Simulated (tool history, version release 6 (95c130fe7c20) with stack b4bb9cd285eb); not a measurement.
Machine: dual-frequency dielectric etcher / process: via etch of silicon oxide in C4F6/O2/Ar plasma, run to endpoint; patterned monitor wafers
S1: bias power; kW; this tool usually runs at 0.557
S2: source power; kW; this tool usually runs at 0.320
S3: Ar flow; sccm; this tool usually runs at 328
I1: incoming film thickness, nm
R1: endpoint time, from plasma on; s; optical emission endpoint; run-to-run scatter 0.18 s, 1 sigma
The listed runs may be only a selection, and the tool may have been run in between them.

Run 1, day 0.000: usual settings; I1 144.9. Result: R1 32.1 s.
Run 2, day 0.592: usual settings; I1 144.6. Result: R1 32.0 s.
Run 3, day 0.938: usual settings; I1 145.0. Result: R1 32.2 s.
Run 4, day 1.338: usual settings but S1 0.598 kW; I1 147.1. Result: R1 31.8 s.
Run 5, day 1.867: usual settings; I1 144.7. Result: R1 32.2 s.
Run 6, day 2.450: usual settings; I1 145.5. Result: R1 32.6 s.
Run 7, day 2.762: usual settings; I1 144.3. Result: R1 32.3 s.
Run 8, day 3.300: usual settings; I1 145.4. Result: R1 32.3 s.
Run 9, day 3.975: usual settings; I1 145.4. Result: R1 32.3 s.
Run 10, day 4.308: usual settings; I1 146.0. Result: R1 32.7 s.
At day 4.838: Ar flow controller replaced.
Run 11, day 4.858: usual settings but S1 0.617 kW; I1 143.9. Result: R1 31.1 s.
Run 12, day 5.229: usual settings but S2 0.260 kW, S3 277 sccm; I1 145.8. Result: R1 33.9 s.
At day 5.575: source power generator calibrated.
Run 13, day 5.596: usual settings but S1 0.664 kW, S2 0.350 kW, S3 279 sccm; I1 144.7. Result: R1 28.6 s.
At day 6.867: upper electrode replaced.
At day 7.442: wet clean of the chamber.
Run 14, day 7.462: usual settings but S2 0.380 kW, S3 360 sccm; I1 144.8. Result: R1 32.4 s.
Run 15, day 7.479: usual settings but S2 0.290 kW; I1 143.8. Result: R1 34.5 s.
Run 16, day 7.492: usual settings but S2 0.400 kW, S3 250 sccm; I1 144.0. Result: R1 29.7 s.
At day 7.704: bias power generator calibrated.
Run 17, day 8.046: usual settings but S3 288 sccm; I1 145.9. Result: R1 32.9 s.
Run 18, day 8.717: usual settings but S1 0.675 kW, S3 283 sccm; I1 144.8. Result: R1 30.5 s.
At day 9.929: wet clean of the chamber, repeated, since the last time left the tool worse.
Run 19, day 9.950: usual settings but S1 0.647 kW, S2 0.400 kW, S3 403 sccm; I1 144.2. Result: R1 28.5 s.
Run 20, day 9.967: usual settings; I1 144.4. Result: R1 31.6 s.
Run 21, day 9.979: usual settings but S2 0.270 kW; I1 146.2. Result: R1 33.7 s.
Run 22, day 10.267: usual settings but S2 0.380 kW, S3 360 sccm; I1 145.3. Result: R1 30.2 s.
Run 23, day 10.817: usual settings but S3 385 sccm; I1 145.1. Result: R1 32.5 s.

Below are 3 alternative next runs, each starting from the tool's condition after run 23. Predict each:
Run A, day 10.833: usual settings; I1 145.5. Result: R1 ?.
Run B, day 10.833: usual settings but S2 0.290 kW, S3 350 sccm; I1 145.5. Result: R1 ?.
Run C, day 10.833: usual settings but S1 0.423 kW, S2 0.340 kW, S3 367 sccm; I1 145.5. Result: R1 ?.

run    R1
  A  32.0
  B  33.4
  C  35.3
The same runs, with their run-to-run variation unchanged, on a tool lacking any hidden condition would have given:
run    R1
  A  32.1
  B  33.5
  C  35.4
